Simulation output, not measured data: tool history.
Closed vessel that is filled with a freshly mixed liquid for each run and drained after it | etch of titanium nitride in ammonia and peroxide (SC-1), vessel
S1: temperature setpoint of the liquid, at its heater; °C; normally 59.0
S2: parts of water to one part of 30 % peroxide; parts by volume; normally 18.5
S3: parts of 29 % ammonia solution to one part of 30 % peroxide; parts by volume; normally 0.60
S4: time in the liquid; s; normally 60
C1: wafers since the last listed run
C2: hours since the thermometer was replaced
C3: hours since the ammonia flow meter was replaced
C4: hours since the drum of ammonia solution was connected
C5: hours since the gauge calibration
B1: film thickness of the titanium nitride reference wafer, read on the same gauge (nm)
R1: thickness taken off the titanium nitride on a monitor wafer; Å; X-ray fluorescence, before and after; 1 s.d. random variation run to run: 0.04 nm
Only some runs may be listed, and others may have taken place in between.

run   hour    S1    S2    S3  S4    C1      C2     C3     C4     C5      B1     R1
  1    0.0  59.0  18.5  0.60  60     0  1905.0  295.9  459.1  531.3  119.99   73.3
  2   28.8  59.0  18.5  0.60  60  2872  1933.8  324.7  487.9  560.1  119.98   73.2
  3   51.2  59.0  13.0  0.60  60  2234  1956.2  347.1  510.3  582.5  119.99   88.6
  4   72.7  59.0  13.0  0.60  60  2144  1977.7  368.6  531.8  604.0  120.01   88.9
  5  101.7  59.0  18.5  0.60  60  2892  2006.7  397.6  560.8  633.0  120.00   73.2
  6  114.8  59.0  18.5  0.60  60  1306  2019.8  410.7  573.9  646.1  119.98   72.8
  7  142.5  59.0  18.5  0.60  60  2763  2047.5  438.4  601.6  673.8  120.01   72.0
  8  159.3  59.0  16.0  0.60  60  1675  2064.3  455.2  618.4  690.6  120.00   78.2
     170.7  -- new drum of ammonia solution connected
     172.4  -- thermometer replaced
  9  178.5  59.0  16.0  0.60  60  1715     6.1  474.4    7.8  709.8  120.00   89.5
     184.4  -- gauge calibrated
 10  197.4  54.5  18.5  0.60  60  1885    25.0  493.3   26.7   13.0  120.00   61.0
 11  217.8  54.5  18.5  0.60  60  2035    45.4  513.7   47.1   33.4  120.01   60.9
 12  239.6  59.0  18.5  0.60  60  2174    67.2  535.5   68.9   55.2  120.03   82.1
 13  256.4  50.0  18.5  0.60  60  1675    84.0  552.3   85.7   72.0  120.03   44.4
 14  275.4  59.0  18.5  0.60  60  1895   103.0  571.3  104.7   91.0  119.95   82.7
     285.4  -- ammonia flow meter replaced
 15  295.0  66.0  26.5  0.40  40  1855   122.6    9.6  124.3  110.6  120.02   64.9
 16  323.7  59.0  18.5  0.50  60  2862   151.3   38.3  153.0  139.3  119.99   78.1
 17  347.9  64.5  18.5  0.60  30  2414   175.5   62.5  177.2  163.5  120.02   58.2
 18  368.7  66.5  27.5  0.45  95  2074   196.3   83.3  198.0  184.3  120.01  157.9
 19  404.0  59.0  12.0  0.40  60  3521   231.6  118.6  233.3  219.6  120.01   95.5
 20  429.3  59.0  24.5  0.60  60  2523   256.9  143.9  258.6  244.9  120.01   68.7
 21  450.8  59.0  18.5  0.60  90  2144   278.4  165.4  280.1  266.4  120.01  121.2
 22  469.8  68.5  24.0  0.45  60  1895   297.4  184.4  299.1  285.4  120.01  122.1
 23  486.7  59.0  18.5  0.60  60  1685   314.3  201.3  316.0  302.3  119.97   79.8
 24  504.6  59.0  18.5  0.50  60  1785   332.2  219.2  333.9  320.2  119.99   77.8
 25  533.4  55.0  15.5  0.35  60  2872   361.0  248.0  362.7  349.0  119.98   60.5
 26  566.3  59.0  18.5  0.60  60  3281   393.9  280.9  395.6  381.9  120.03   79.3
 27  587.6  59.0  18.5  0.60  80  2124   415.2  302.2  416.9  403.2  120.03  105.1
 28  616.6  59.0  13.5  0.60  80  2892   444.2  331.2  445.9  432.2  120.03  125.0

How the hidden state differs across the entries between the runs, from the last listed run before each to the first after it:
After run 8, before run 9: new drum of ammonia solution connected (hour 170.7); thermometer replaced (hour 172.4)
  liquid colder than its thermometer reads (K): 2.21 -> 0.559; ammonia solution weaker than its label (%): 13.3 -> 1.21
  difference, measured minus the result without the unlogged condition, R1: -14.8 -> -3.6 Å
After run 9, before run 10: gauge calibrated (hour 184.4)
  liquid colder than its thermometer reads (K): 0.559 -> 0.577; ammonia solution weaker than its label (%): 1.21 -> 1.61
  difference, measured minus the result without the unlogged condition, R1: -3.6 -> -2.6 Å
After run 14, before run 15: ammonia flow meter replaced (hour 285.4)
  liquid colder than its thermometer reads (K): 0.651 -> 0.67; ammonia solution weaker than its label (%): 3.23 -> 3.64
  difference, measured minus the result without the unlogged condition, R1: -4.1 -> -3.3 Å
